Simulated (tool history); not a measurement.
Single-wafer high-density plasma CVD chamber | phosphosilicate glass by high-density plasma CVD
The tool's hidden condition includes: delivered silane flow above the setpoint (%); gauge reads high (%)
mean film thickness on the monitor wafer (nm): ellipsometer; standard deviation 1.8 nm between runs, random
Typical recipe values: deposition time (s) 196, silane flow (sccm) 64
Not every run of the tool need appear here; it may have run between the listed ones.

run   hour  deposition time (s)  silane flow (sccm)  wafers since the last listed run  hours since the silane flow controller was replaced  hours since the gauge calibration  read-back reference wafer on the same gauge, thickness_nm  mean film thickness on the monitor wafer (nm)
  1    0.0                  196                  64                                 0                                               2263.6                                3.9                                                   1099.974                                       1229.776
  2   15.2                  196                  64                               122                                               2278.8                               19.1                                                   1099.750                                       1232.305
  3   33.2                  196                  64                               144                                               2296.8                               37.1                                                   1100.107                                       1228.726
  4   47.3                  196                  64                               113                                               2310.9                               51.2                                                   1099.886                                       1227.933
  5   58.2                  196                  64                                87                                               2321.8                               62.1                                                   1100.006                                       1232.220
  6   73.9                  196                  64                               126                                               2337.5                               77.8                                                   1099.701                                       1230.314
  7   88.7                  196                  64                               119                                               2352.3                               92.6                                                   1099.490                                       1232.642
      95.3  -- gauge calibrated
      97.0  -- silane flow controller replaced
  8  101.9                  196                  64                                41                                                  4.9                                6.6                                                   1100.055                                       1232.177
  9  110.8                  220                  73                                71                                                 13.8                               15.5                                                   1099.937                                       1555.374
 10  117.9                  196                  55                                57                                                 20.9                               22.6                                                   1099.679                                       1077.851
 11  129.2                  196                  64                                90                                                 32.2                               33.9                                                   1099.342                                       1231.967
 12  141.6                  221                  52                                99                                                 44.6                               46.3                                                   1099.682                                       1158.176
 13  155.9                  224                  58                               115                                                 58.9                               60.6                                                   1100.330                                       1290.832

Expected results for the next run?
 14  162.6                  169                  59                                53                                                 65.6                               67.3                                                          ?                                              ?

read-back reference wafer on the same gauge, thickness_nm: 1099.831
mean film thickness on the monitor wafer (nm): 987.950
Were there no unlogged condition in the tool, this run, its random variation unchanged, would have produced mean film thickness on the monitor wafer (nm) 987.950.
